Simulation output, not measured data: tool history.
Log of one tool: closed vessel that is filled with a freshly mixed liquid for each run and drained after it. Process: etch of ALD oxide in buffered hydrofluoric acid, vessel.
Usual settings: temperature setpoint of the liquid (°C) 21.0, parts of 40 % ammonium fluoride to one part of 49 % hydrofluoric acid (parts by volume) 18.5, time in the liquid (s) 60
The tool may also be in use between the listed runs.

run	hour	temperature setpoint of the liquid (°C)	parts of 40 % ammonium fluoride to one part of 49 % hydrofluoric acid (parts by volume)	time in the liquid (s)	wafers since the last listed run	hours since the thermometer was replaced	hours since the hydrofluoric acid flow meter was replaced	hours since the gauge calibration	read-back film thickness of the ALD oxide reference wafer, read on the same gauge (nm)	thickness taken off the ALD oxide on a monitor wafer (nm)
1	0.0	21.0	18.5	60	0	651.5	1803.9	152.8	110.02	75.39
2	12.8	21.0	18.5	60	1660	664.3	1816.7	165.6	110.00	75.68
3	23.3	21.0	18.5	60	1362	674.8	1827.2	176.1	110.02	76.83
4	39.1	21.0	18.5	60	2049	690.6	1843.0	191.9	110.01	76.73
5	54.8	21.0	18.5	60	2036	706.3	1858.7	207.6	109.99	77.56
6	71.5	21.0	18.5	60	2166	723.0	1875.4	224.3	110.00	76.50
7	88.8	21.0	18.5	60	2244	740.3	1892.7	241.6	109.97	77.46
8	139.1	19.0	18.5	60	6525	790.6	1943.0	291.9	109.98	68.55
9	145.8	19.0	18.5	60	869	797.3	1949.7	298.6	110.00	68.37
# hour 148.8: thermometer replaced
10	154.7	21.0	18.5	60	1024	5.9	1958.6	307.5	110.02	76.43
11	163.6	21.0	18.5	60	1154	14.8	1967.5	316.4	109.98	75.76
12	174.5	21.0	18.5	80	1414	25.7	1978.4	327.3	110.03	101.40
13	180.6	18.0	18.5	60	791	31.8	1984.5	333.4	110.03	64.45
14	189.0	21.0	23.5	60	1089	40.2	1992.9	341.8	109.96	62.55
# hour 198.0: gauge calibrated
15	200.8	21.0	18.5	60	1530	52.0	2004.7	2.8	110.01	74.61
16	217.3	24.5	23.5	30	2140	68.5	2021.2	19.3	109.99	38.02
17	227.8	21.0	18.5	60	1362	79.0	2031.7	29.8	109.99	77.08
18	234.7	18.0	12.0	80	895	85.9	2038.6	36.7	110.01	130.52
19	255.2	17.0	23.0	40	2659	106.4	2059.1	57.2	109.99	34.02
# hour 263.5: hydrofluoric acid flow meter replaced
20	270.5	18.5	14.0	35	1855	121.7	7.0	72.5	109.99	50.18
21	287.7	21.0	18.5	60	2231	138.9	24.2	89.7	109.98	75.47
22	298.2	21.0	15.0	45	1362	149.4	34.7	100.2	110.01	70.09
23	305.7	18.5	18.5	60	972	156.9	42.2	107.7	109.99	66.18
24	320.7	26.0	15.5	80	1945	171.9	57.2	122.7	110.00	159.24
25	362.5	21.0	18.5	60	5422	213.7	99.0	164.5	110.02	76.82
26	406.1	22.5	18.5	45	5656	257.3	142.6	208.1	110.01	62.81
27	419.1	24.0	21.5	90	1686	270.3	155.6	221.1	110.00	120.17
28	427.1	21.0	18.5	40	1037	278.3	163.6	229.1	110.01	51.53
29	440.3	21.0	18.5	60	1712	291.5	176.8	242.3	110.01	76.94
30	446.4	21.0	25.5	60	791	297.6	182.9	248.4	109.99	60.13
31	457.1	21.0	18.5	60	1388	308.3	193.6	259.1	110.01	76.81
32	480.3	17.0	22.5	60	3009	331.5	216.8	282.3	110.00	52.20
33	512.2	17.0	16.5	35	4138	363.4	248.7	314.2	110.00	39.99
34	540.1	17.0	18.5	60	3619	391.3	276.6	342.1	110.03	60.93
# hour 542.7: gauge calibrated
35	557.6	21.0	16.5	60	2270	408.8	294.1	14.9	110.01	85.81

The tool's hidden state at each run:
liquid hotter than its thermometer reads (K): 0 in every run
hydrofluoric acid flow above the setpoint (%): 0 in every run
gauge reads high (%): 0 in every run

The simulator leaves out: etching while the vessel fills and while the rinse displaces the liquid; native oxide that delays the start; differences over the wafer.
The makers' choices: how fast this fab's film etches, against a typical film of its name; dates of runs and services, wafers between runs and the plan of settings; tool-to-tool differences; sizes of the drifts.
